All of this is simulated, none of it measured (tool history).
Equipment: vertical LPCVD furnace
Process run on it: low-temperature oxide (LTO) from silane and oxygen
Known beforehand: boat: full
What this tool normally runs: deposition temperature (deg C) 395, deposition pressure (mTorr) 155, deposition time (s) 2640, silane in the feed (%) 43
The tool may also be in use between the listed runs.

run    hour  deposition temperature (deg C)  deposition pressure (mTorr)  deposition time (s)  silane in the feed (%)  wafers since the last listed run  hours since the last temperature calibration  hours since the pressure gauge was zeroed  hours since the silane flow controller was replaced  hours since the gauge calibration  read-back reference wafer on the same gauge, thickness  film thickness on the monitor wafer in the middle of the boat (angstrom)
  1     0.0                             395                          155                 2640                      43                                 0                                        4367.7                                     2212.0                                               2794.2                              715.9                                                  336.09                                                                    2955.6
  2    84.2                             404                          155                 2640                      50                              1262                                        4451.9                                     2296.2                                               2878.4                              800.1                                                  336.05                                                                    3795.5
  3   133.0                             404                          155                 2640                      50                               731                                        4500.7                                     2345.0                                               2927.2                              848.9                                                  335.78                                                                    3752.5
  4   191.7                             404                          155                 2640                      50                               879                                        4559.4                                     2403.7                                               2985.9                              907.6                                                  335.89                                                                    3773.7
  5   311.4                             390                          175                 2640                      43                              1794                                        4679.1                                     2523.4                                               3105.6                             1027.3                                                  335.96                                                                    3168.2
  6   418.8                             395                          155                 2640                      46                              1609                                        4786.5                                     2630.8                                               3213.0                             1134.7                                                  336.10                                                                    3176.0
      545.9  -- pressure gauge zeroed
  7   546.4                             395                          155                 2640                      46                              1552                                        4914.1                                        0.5                                               3340.6                             1262.3                                                  335.96                                                                    3194.1
  8   562.5                             395                          155                 2640                      43                               241                                        4930.2                                       16.6                                               3356.7                             1278.4                                                  335.72                                                                    2973.1
  9   624.5                             395                          155                 2640                      43                               929                                        4992.2                                       78.6                                               3418.7                             1340.4                                                  336.13                                                                    2975.7
      752.3  -- thermocouples replaced and temperature profile calibrated
 10   752.8                             395                          155                 2640                      43                              1563                                           0.5                                      206.9                                               3547.0                             1468.7                                                  335.98                                                                    2963.9
 11   765.6                             395                          155                 2640                      35                               191                                          13.3                                      219.7                                               3559.8                             1481.5                                                  336.08                                                                    2304.0
      821.9  -- gauge calibrated
 12   832.1                             389                          130                 2640                      39                               996                                          79.8                                      286.2                                               3626.3                               10.2                                                  335.73                                                                    2060.8
      861.6  -- silane flow controller replaced
 13   938.5                             395                          155                 2640                      43                              1235                                         186.2                                      392.6                                                 76.9                              116.6                                                  335.84                                                                    2965.7
 14  1008.5                             391                          155                 2640                      43                              1049                                         256.2                                      462.6                                                146.9                              186.6                                                  335.65                                                                    2839.7
 15  1050.7                             395                          155                 2640                      43                               632                                         298.4                                      504.8                                                189.1                              228.8                                                  336.13                                                                    2971.0
 16  1103.9                             395                          155                 2640                      35                               797                                         351.6                                      558.0                                                242.3                              282.0                                                  336.18                                                                    2294.7
 17  1166.8                             383                          130                 2640                      43                               942                                         414.5                                      620.9                                                305.2                              344.9                                                  335.80                                                                    2169.6
 18  1265.7                             395                          155                 2640                      43                              1482                                         513.4                                      719.8                                                404.1                              443.8                                                  336.32                                                                    2962.8
 19  1308.5                             395                          115                 3330                      41                               641                                         556.2                                      762.6                                                446.9                              486.6                                                  336.17                                                                    2640.1
 20  1385.6                             395                          135                 2640                      39                              1155                                         633.3                                      839.7                                                524.0                              563.7                                                  336.13                                                                    2308.6
 21  1680.0                             401                          155                 3570                      43                              4412                                         927.7                                     1134.1                                                818.4                              858.1                                                  335.83                                                                    4305.3

What if the next run were any one of these 3? Each begins from the tool's condition after run 21:
  A  1684.5                             395                          155                 2640                      38                                67                                         932.2                                     1138.6                                                822.9                              862.6                                                       ?                                                                         ?
  B  1684.5                             392                          145                 2940                      41                                67                                         932.2                                     1138.6                                                822.9                              862.6                                                       ?                                                                         ?
  C  1684.5                             395                          155                 2640                      50                                67                                         932.2                                     1138.6                                                822.9                              862.6                                                       ?                                                                         ?

run  read-back reference wafer on the same gauge, thickness  film thickness on the monitor wafer in the middle of the boat (angstrom)
  A                                                  336.00                                                                    2564.9
  B                                                  336.00                                                                    2835.2
  C                                                  336.00                                                                    3449.6
With the hidden condition removed and each run's random variation left untouched, the same runs would have given:
run  film thickness on the monitor wafer in the middle of the boat (angstrom)
  A                                                                    2564.9
  B                                                                    2835.2
  C                                                                    3449.6
